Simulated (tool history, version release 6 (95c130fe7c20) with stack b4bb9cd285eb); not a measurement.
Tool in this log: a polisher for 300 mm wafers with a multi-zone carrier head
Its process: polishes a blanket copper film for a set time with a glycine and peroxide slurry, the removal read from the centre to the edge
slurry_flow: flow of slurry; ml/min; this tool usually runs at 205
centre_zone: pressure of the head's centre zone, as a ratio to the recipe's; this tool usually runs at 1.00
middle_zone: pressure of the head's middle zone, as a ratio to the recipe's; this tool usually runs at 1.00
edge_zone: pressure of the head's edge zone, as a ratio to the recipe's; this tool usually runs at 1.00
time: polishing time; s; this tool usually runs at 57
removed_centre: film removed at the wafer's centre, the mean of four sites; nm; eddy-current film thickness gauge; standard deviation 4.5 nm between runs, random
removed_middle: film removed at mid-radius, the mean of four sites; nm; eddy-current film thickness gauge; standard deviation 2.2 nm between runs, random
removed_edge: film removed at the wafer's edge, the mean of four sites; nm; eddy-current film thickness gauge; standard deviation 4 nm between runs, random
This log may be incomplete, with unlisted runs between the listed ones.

run,day,slurry_flow,centre_zone,middle_zone,edge_zone,time,wafers since the last listed run,wafers polished on this pad,hours since the slurry nozzle was cleaned,hours since the centre zone pressure was calibrated,hours since the edge zone pressure was calibrated,hours since the carrier head's membrane was replaced,"incoming thickness of the incoming film, nm",removed_centre,removed_middle,removed_edge
1,0.000,205,1.00,1.00,1.00,57,0,40,62.6,487.6,1060.2,1257.2,1293.4,303.1,307.6,315.9
2,0.783,205,1.00,1.00,1.00,57,169,209,81.4,506.4,1079.0,1276.0,1316.4,298.1,307.8,308.1
# day 1.204: edge zone pressure recalibrated
3,1.550,205,1.00,1.00,1.00,57,147,357,99.8,524.8,8.3,1294.4,1315.2,312.4,307.4,307.1
4,2.708,205,1.00,1.00,1.05,57,250,607,127.6,552.6,36.1,1322.2,1296.9,303.9,303.6,316.1
5,3.638,205,1.07,0.93,0.95,57,200,808,149.9,574.9,58.4,1344.5,1292.4,316.0,290.3,294.3
6,4.892,205,1.00,1.00,1.00,57,270,1078,180.0,605.0,88.5,1374.6,1310.6,293.1,294.1,298.0
7,6.146,205,1.00,1.00,1.00,57,270,1349,210.1,635.1,118.6,1404.7,1312.2,293.7,291.5,304.0
8,7.179,265,1.00,1.00,1.03,71,223,1572,234.9,659.9,143.4,1429.5,1312.0,372.8,379.7,388.5
# day 7.292: slurry nozzle cleaned
# day 7.875: worn pad replaced by a new one, of another model than before
9,7.896,205,1.00,1.00,0.97,57,109,4,14.5,677.1,160.6,1446.7,1328.2,299.4,306.1,313.6
10,9.212,205,1.00,1.04,1.00,57,284,288,46.1,708.7,192.2,1478.3,1315.4,304.3,314.1,314.2
# day 10.225: centre zone pressure recalibrated
11,10.454,205,1.06,1.00,1.00,46,250,538,75.9,5.5,222.0,1508.1,1305.0,257.5,248.3,250.7
# day 14.371: worn pad replaced by a new one
12,14.788,185,1.00,1.00,1.00,57,899,90,179.9,109.5,326.0,1612.1,1327.7,275.3,281.6,298.0
13,15.692,205,1.00,1.07,0.93,57,195,285,201.6,131.2,347.7,1633.8,1338.0,287.2,297.3,282.9
# day 16.479: carrier head's membrane replaced by a new one
# day 16.717: slurry nozzle cleaned
14,16.738,225,1.00,1.00,1.00,57,171,457,0.5,156.3,372.8,6.2,1311.9,313.3,312.3,318.9
15,17.283,255,1.00,1.00,1.00,64,117,575,13.6,169.4,385.9,19.3,1297.9,350.4,358.7,357.9
16,20.054,170,1.00,0.90,1.11,57,598,1173,80.1,235.9,452.4,85.8,1329.3,279.8,269.7,304.2
17,21.383,250,1.10,1.06,1.00,57,286,1460,112.0,267.8,484.3,117.7,1312.1,328.5,325.3,318.3
# day 21.996: worn pad replaced by a new one
18,22.017,205,1.00,1.00,1.00,57,100,4,127.2,283.0,499.5,132.9,1321.4,288.5,297.5,305.6
19,22.588,165,1.00,0.89,0.95,57,123,127,140.9,296.7,513.2,146.6,1310.9,269.8,256.5,289.2
20,23.829,205,1.00,1.12,1.00,37,268,395,170.7,326.5,543.0,176.4,1298.0,186.4,202.2,194.4
21,24.550,205,1.00,1.00,1.00,57,155,551,188.0,343.8,560.3,193.7,1329.2,277.6,289.2,295.0

Below, some changes in removed_centre between adjacent runs. For each, the amount present without the hidden state too (settings, incoming material, random variation) and the amount remaining for the hidden state with gauge scatter not shared by both compared results:
The tool's hidden condition here consists of: removal rate lost through wear of the pad, %; slurry flow missing at the pad, %; deviation of the centre zone's pressure from its setpoint, %; deviation of the edge zone's pressure from its setpoint, %.
Run 8 -> 9: slurry_flow 265 -> 205, edge_zone 1.03 -> 0.97, time 71 -> 57, slurry nozzle cleaned, worn pad replaced by a new one, of another model than before. removed_centre -73.4 nm: hidden state +23.0, all else -96.4.
Run 13 -> 14: slurry_flow 205 -> 225, middle_zone 1.07 -> 1.00, edge_zone 0.93 -> 1.00, carrier head's membrane replaced by a new one, slurry nozzle cleaned. removed_centre +26.1 nm: hidden state +24.4, all else +1.7.
Run 19 -> 20: slurry_flow 165 -> 205, middle_zone 0.89 -> 1.12, edge_zone 0.95 -> 1.00, time 57 -> 37. removed_centre -83.4 nm: hidden state +4.2, all else -87.6.
Run 20 -> 21: middle_zone 1.12 -> 1.00, time 37 -> 57. removed_centre +91.2 nm: hidden state -11.7, all else +102.9.

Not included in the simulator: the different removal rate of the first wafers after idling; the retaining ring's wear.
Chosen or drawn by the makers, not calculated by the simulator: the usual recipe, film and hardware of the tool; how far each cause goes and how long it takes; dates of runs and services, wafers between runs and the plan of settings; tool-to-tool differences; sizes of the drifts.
